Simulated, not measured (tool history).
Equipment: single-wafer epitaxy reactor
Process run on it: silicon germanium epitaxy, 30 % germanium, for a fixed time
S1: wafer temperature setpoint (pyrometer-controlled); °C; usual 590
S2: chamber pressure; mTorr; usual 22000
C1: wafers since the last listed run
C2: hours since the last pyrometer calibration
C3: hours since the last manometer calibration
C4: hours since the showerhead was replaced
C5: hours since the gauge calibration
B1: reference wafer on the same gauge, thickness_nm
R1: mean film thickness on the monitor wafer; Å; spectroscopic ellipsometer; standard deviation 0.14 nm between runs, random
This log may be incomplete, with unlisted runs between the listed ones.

Run 1, hour 0: usual settings; C1 0; C2 2634.4; C3 231.4; C4 3685.7; C5 772.7; B1 58.724. Result: R1 507.45 Å.
Run 2, hour 64.2: usual settings; C1 775; C2 2698.6; C3 295.6; C4 3749.9; C5 836.9; B1 58.623. Result: R1 509.25 Å.
Run 3, hour 268.4: usual settings; C1 2465; C2 2902.8; C3 499.8; C4 3954.1; C5 1041.1; B1 58.758. Result: R1 506.87 Å.
At hour 282: pyrometer calibrated.
Run 4, hour 300.7: usual settings; C1 293; C2 18.7; C3 532.1; C4 3986.4; C5 1073.4; B1 58.662. Result: R1 524.87 Å.
At hour 323.4: showerhead replaced.
Run 5, hour 353.8: usual settings; C1 544; C2 71.8; C3 585.2; C4 30.4; C5 1126.5; B1 58.615. Result: R1 520.44 Å.
Run 6, hour 383.9: usual settings; C1 363; C2 101.9; C3 615.3; C4 60.5; C5 1156.6; B1 58.787. Result: R1 520.79 Å.
Run 7, hour 455.4: usual settings; C1 863; C2 173.4; C3 686.8; C4 132; C5 1228.1; B1 58.659. Result: R1 516.25 Å.
Run 8, hour 523.4: usual settings; C1 821; C2 241.4; C3 754.8; C4 200; C5 1296.1; B1 58.67. Result: R1 515.37 Å.
Run 9, hour 572.6: usual settings; C1 594; C2 290.6; C3 804; C4 249.2; C5 1345.3; B1 58.716. Result: R1 517.46 Å.
Run 10, hour 633.4: usual settings; C1 734; C2 351.4; C3 864.8; C4 310; C5 1406.1; B1 58.685. Result: R1 514.87 Å.
Run 11, hour 676.4: usual settings but S2 23700 mTorr; C1 519; C2 394.4; C3 907.8; C4 353; C5 1449.1; B1 58.689. Result: R1 537.93 Å.
Run 12, hour 731.4: usual settings but S2 23700 mTorr; C1 664; C2 449.4; C3 962.8; C4 408; C5 1504.1; B1 58.719. Result: R1 538.77 Å.
At hour 789.9: capacitance manometer re-zeroed and calibrated.
Run 13, hour 803.1: usual settings but S2 23700 mTorr; C1 769; C2 521.1; C3 13.2; C4 479.7; C5 1575.8; B1 58.746. Result: R1 537.05 Å.
Run 14, hour 849.9: usual settings but S2 19300 mTorr; C1 565; C2 567.9; C3 60; C4 526.5; C5 1622.6; B1 58.742. Result: R1 480.47 Å.
Run 15, hour 918.1: usual settings but S1 597 °C, S2 24300 mTorr; C1 823; C2 636.1; C3 128.2; C4 594.7; C5 1690.8; B1 58.679. Result: R1 625.12 Å.
Run 16, hour 957: usual settings but S1 575 °C, S2 26700 mTorr; C1 469; C2 675; C3 167.1; C4 633.6; C5 1729.7; B1 58.71. Result: R1 415.02 Å.
Run 17, hour 995.5: usual settings but S2 17900 mTorr; C1 464; C2 713.5; C3 205.6; C4 672.1; C5 1768.2; B1 58.731. Result: R1 459.01 Å.
Run 18, hour 1043.3: usual settings but S1 580 °C, S2 25900 mTorr; C1 577; C2 761.3; C3 253.4; C4 719.9; C5 1816; B1 58.681. Result: R1 454.84 Å.
Run 19, hour 1081.4: usual settings but S1 595 °C, S2 16900 mTorr; C1 460; C2 799.4; C3 291.5; C4 758; C5 1854.1; B1 58.751. Result: R1 489.8 Å.
Run 20, hour 1124.1: usual settings; C1 515; C2 842.1; C3 334.2; C4 800.7; C5 1896.8; B1 58.776. Result: R1 512.51 Å.
Run 21, hour 1186.2: usual settings but S2 19700 mTorr; C1 749; C2 904.2; C3 396.3; C4 862.8; C5 1958.9; B1 58.756. Result: R1 482.58 Å.
Run 22, hour 1224.2: usual settings but S1 604 °C; C1 458; C2 942.2; C3 434.3; C4 900.8; C5 1996.9; B1 58.714. Result: R1 679.88 Å.
At hour 1271.6: gauge calibrated.
Run 23, hour 1288.3: usual settings but S1 604 °C, S2 24900 mTorr; C1 774; C2 1006.3; C3 498.4; C4 964.9; C5 16.7; B1 58.679. Result: R1 727.54 Å.
Run 24, hour 1359.9: usual settings but S1 584 °C, S2 18400 mTorr; C1 864; C2 1077.9; C3 570; C4 1036.5; C5 88.3; B1 58.695. Result: R1 411.76 Å.
Run 25, hour 1427.7: usual settings but S1 579 °C, S2 25800 mTorr; C1 818; C2 1145.7; C3 637.8; C4 1104.3; C5 156.1; B1 58.637. Result: R1 441.8 Å.
Run 26, hour 1454.6: usual settings but S1 580 °C, S2 16700 mTorr; C1 324; C2 1172.6; C3 664.7; C4 1131.2; C5 183; B1 58.745. Result: R1 356.18 Å.
Run 27, hour 1505.1: usual settings but S1 595 °C, S2 16700 mTorr; C1 609; C2 1223.1; C3 715.2; C4 1181.7; C5 233.5; B1 58.627. Result: R1 488.1 Å.
Run 28, hour 1538.4: usual settings but S1 586 °C, S2 24100 mTorr; C1 402; C2 1256.4; C3 748.5; C4 1215; C5 266.8; B1 58.686. Result: R1 494.96 Å.
Run 29, hour 1589.9: usual settings; C1 621; C2 1307.9; C3 800; C4 1266.5; C5 318.3; B1 58.677. Result: R1 512.15 Å.
Run 30, hour 1645.6: usual settings; C1 672; C2 1363.6; C3 855.7; C4 1322.2; C5 374; B1 58.661. Result: R1 508.31 Å.
At hour 1690: capacitance manometer re-zeroed and calibrated.
Run 31, hour 1708.7: usual settings but S1 578 °C; C1 665; C2 1426.7; C3 18.7; C4 1385.3; C5 437.1; B1 58.69. Result: R1 399.14 Å.
Run 32, hour 1762.3: usual settings but S2 18900 mTorr; C1 647; C2 1480.3; C3 72.3; C4 1438.9; C5 490.7; B1 58.688. Result: R1 470.13 Å.
Run 33, hour 1807: usual settings but S1 600 °C; C1 539; C2 1525; C3 117; C4 1483.6; C5 535.4; B1 58.727. Result: R1 627.03 Å.
Run 34, hour 1863.8: usual settings; C1 685; C2 1581.8; C3 173.8; C4 1540.4; C5 592.2; B1 58.704. Result: R1 510.37 Å.
Run 35, hour 1892.1: usual settings but S1 585 °C, S2 17900 mTorr; C1 341; C2 1610.1; C3 202.1; C4 1568.7; C5 620.5; B1 58.732. Result: R1 410.02 Å.
Run 36, hour 1922.6: usual settings but S1 601 °C, S2 18200 mTorr; C1 368; C2 1640.6; C3 232.6; C4 1599.2; C5 651; B1 58.695. Result: R1 573.57 Å.

What if the next run were any one of these 3? Each begins from the tool's condition after run 36:
Run A, hour 1923: usual settings; C1 4; C2 1641; C3 233; C4 1599.6; C5 651.4; B1 ?. Result: R1 ?.
Run B, hour 1923: usual settings but S1 583 °C, S2 26600 mTorr; C1 4; C2 1641; C3 233; C4 1599.6; C5 651.4; B1 ?. Result: R1 ?.
Run C, hour 1923: usual settings but S1 583 °C, S2 18000 mTorr; C1 4; C2 1641; C3 233; C4 1599.6; C5 651.4; B1 ?. Result: R1 ?.

run      B1      R1
  A  58.687  511.32
  B  58.687  487.72
  C  58.687  395.96
Stripped of hidden state, with their random variation kept, the same runs would have yielded:
run      R1
  A  521.42
  B  497.52
  C  403.91

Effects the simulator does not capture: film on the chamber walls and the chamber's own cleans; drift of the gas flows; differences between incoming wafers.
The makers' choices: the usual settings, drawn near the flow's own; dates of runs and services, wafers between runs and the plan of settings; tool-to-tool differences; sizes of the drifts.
